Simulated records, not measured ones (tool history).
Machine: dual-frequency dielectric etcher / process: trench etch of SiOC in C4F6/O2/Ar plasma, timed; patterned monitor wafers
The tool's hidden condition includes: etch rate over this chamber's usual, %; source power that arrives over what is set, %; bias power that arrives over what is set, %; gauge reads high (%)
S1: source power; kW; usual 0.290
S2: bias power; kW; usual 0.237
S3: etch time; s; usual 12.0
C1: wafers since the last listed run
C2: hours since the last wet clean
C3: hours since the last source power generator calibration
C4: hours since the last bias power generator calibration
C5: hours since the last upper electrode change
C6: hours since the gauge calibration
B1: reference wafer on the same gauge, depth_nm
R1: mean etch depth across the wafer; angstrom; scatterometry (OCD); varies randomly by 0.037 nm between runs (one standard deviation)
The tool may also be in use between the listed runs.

| run | day | S1 | S2 | S3 | C1 | C2 | C3 | C4 | C5 | C6 | B1 | R1 |
|---|---|---|---|---|---|---|---|---|---|---|---|---|
| 1 | 0.000 | 0.290 | 0.237 | 12.0 | 0 | 182.0 | 4145.8 | 2643.0 | 5187.0 | 89.4 | 21.31 | 246.7 |
| 2 | 0.617 | 0.290 | 0.237 | 12.0 | 200 | 196.8 | 4160.6 | 2657.8 | 5201.8 | 104.2 | 21.30 | 246.6 |
| 3 | 1.179 | 0.290 | 0.237 | 12.0 | 183 | 210.3 | 4174.1 | 2671.3 | 5215.3 | 117.7 | 21.30 | 246.2 |
| 4 | 1.554 | 0.290 | 0.237 | 13.0 | 122 | 219.3 | 4183.1 | 2680.3 | 5224.3 | 126.7 | 21.29 | 267.2 |
| 5 | 2.208 | 0.290 | 0.237 | 12.0 | 213 | 235.0 | 4198.8 | 2696.0 | 5240.0 | 142.4 | 21.31 | 246.7 |
| 6 | 2.854 | 0.290 | 0.237 | 12.0 | 210 | 250.5 | 4214.3 | 2711.5 | 5255.5 | 157.9 | 21.30 | 246.3 |
| 7 | 4.671 | 0.290 | 0.237 | 12.0 | 592 | 294.1 | 4257.9 | 2755.1 | 5299.1 | 201.5 | 21.30 | 246.4 |
| 8 | 5.346 | 0.290 | 0.237 | 12.0 | 220 | 310.3 | 4274.1 | 2771.3 | 5315.3 | 217.7 | 21.30 | 244.9 |
| 9 | 5.712 | 0.290 | 0.237 | 12.0 | 119 | 319.1 | 4282.9 | 2780.1 | 5324.1 | 226.5 | 21.31 | 245.3 |
| 10 | 6.450 | 0.270 | 0.237 | 12.0 | 240 | 336.8 | 4300.6 | 2797.8 | 5341.8 | 244.2 | 21.30 | 241.2 |
| 11 | 7.025 | 0.270 | 0.237 | 12.0 | 187 | 350.6 | 4314.4 | 2811.6 | 5355.6 | 258.0 | 21.30 | 241.1 |
| 12 | 7.308 | 0.270 | 0.269 | 12.0 | 92 | 357.4 | 4321.2 | 2818.4 | 5362.4 | 264.8 | 21.30 | 248.4 |
| 13 | 7.588 | 0.270 | 0.269 | 12.0 | 90 | 364.1 | 4327.9 | 2825.1 | 5369.1 | 271.5 | 21.30 | 248.9 |
| 14 | 8.279 | 0.240 | 0.203 | 14.0 | 225 | 380.7 | 4344.5 | 2841.7 | 5385.7 | 288.1 | 21.31 | 261.7 |
|  | 9.438 | wet clean of the chamber |
| 15 | 9.458 | 0.290 | 0.272 | 12.0 | 58 | 0.5 | 4372.8 | 2870.0 | 5414.0 | 316.4 | 21.30 | 256.0 |
|  | 10.038 | source power generator calibrated |
| 16 | 10.058 | 0.260 | 0.237 | 10.5 | 141 | 14.9 | 0.5 | 2884.4 | 5428.4 | 330.8 | 21.31 | 210.1 |
| 17 | 10.238 | 0.290 | 0.237 | 12.0 | 58 | 19.2 | 4.8 | 2888.7 | 5432.7 | 335.1 | 21.30 | 247.6 |
|  | 10.275 | gauge calibrated |
|  | 10.546 | bias power generator calibrated |
| 18 | 10.567 | 0.340 | 0.267 | 12.0 | 52 | 27.1 | 12.7 | 0.5 | 5440.6 | 7.0 | 21.30 | 267.0 |
| 19 | 11.012 | 0.330 | 0.188 | 12.0 | 145 | 37.8 | 23.4 | 11.2 | 5451.3 | 17.7 | 21.29 | 243.2 |
| 20 | 11.404 | 0.290 | 0.237 | 12.0 | 127 | 47.2 | 32.8 | 20.6 | 5460.7 | 27.1 | 21.30 | 247.2 |
|  | 12.867 | upper electrode replaced |
| 21 | 12.888 | 0.290 | 0.209 | 10.0 | 157 | 82.8 | 68.4 | 56.2 | 0.5 | 62.7 | 21.31 | 199.6 |
| 22 | 12.900 | 0.290 | 0.237 | 12.0 | 4 | 83.1 | 68.7 | 56.5 | 0.8 | 63.0 | 21.30 | 247.0 |
| 23 | 13.479 | 0.290 | 0.237 | 12.0 | 188 | 97.0 | 82.6 | 70.4 | 14.7 | 76.9 | 21.30 | 246.6 |
| 24 | 14.146 | 0.290 | 0.237 | 12.0 | 217 | 113.0 | 98.6 | 86.4 | 30.7 | 92.9 | 21.30 | 247.2 |
| 25 | 14.442 | 0.290 | 0.237 | 12.0 | 96 | 120.1 | 105.7 | 93.5 | 37.8 | 100.0 | 21.31 | 247.5 |
| 26 | 14.758 | 0.290 | 0.178 | 15.0 | 103 | 127.7 | 113.3 | 101.1 | 45.4 | 107.6 | 21.30 | 288.8 |
| 27 | 15.425 | 0.290 | 0.237 | 10.0 | 217 | 143.7 | 129.3 | 117.1 | 61.4 | 123.6 | 21.31 | 205.5 |
| 28 | 15.742 | 0.290 | 0.214 | 12.0 | 103 | 151.3 | 136.9 | 124.7 | 69.0 | 131.2 | 21.31 | 240.2 |
| 29 | 16.062 | 0.290 | 0.237 | 12.0 | 104 | 159.0 | 144.6 | 132.4 | 76.7 | 138.9 | 21.31 | 246.1 |
| 30 | 16.621 | 0.310 | 0.237 | 12.0 | 181 | 172.4 | 158.0 | 145.8 | 90.1 | 152.3 | 21.31 | 251.3 |

4 options for the next run, each taken on its own from the tool as it stands now. Forecast them:
| A | 16.638 | 0.290 | 0.237 | 12.0 | 5 | 172.8 | 158.4 | 146.2 | 90.5 | 152.7 | ? | ? |
| B | 16.638 | 0.290 | 0.259 | 12.0 | 5 | 172.8 | 158.4 | 146.2 | 90.5 | 152.7 | ? | ? |
| C | 16.638 | 0.250 | 0.237 | 12.0 | 5 | 172.8 | 158.4 | 146.2 | 90.5 | 152.7 | ? | ? |
| D | 16.638 | 0.350 | 0.220 | 13.5 | 5 | 172.8 | 158.4 | 146.2 | 90.5 | 152.7 | ? | ? |

| run | B1 | R1 |
|---|---|---|
| A | 21.31 | 246.4 |
| B | 21.31 | 251.9 |
| C | 21.31 | 236.5 |
| D | 21.31 | 287.5 |
With the hidden condition removed and each run's random variation left untouched, the same runs would have given:
| run | R1 |
|---|---|
| A | 247.8 |
| B | 253.4 |
| C | 237.8 |
| D | 289.1 |

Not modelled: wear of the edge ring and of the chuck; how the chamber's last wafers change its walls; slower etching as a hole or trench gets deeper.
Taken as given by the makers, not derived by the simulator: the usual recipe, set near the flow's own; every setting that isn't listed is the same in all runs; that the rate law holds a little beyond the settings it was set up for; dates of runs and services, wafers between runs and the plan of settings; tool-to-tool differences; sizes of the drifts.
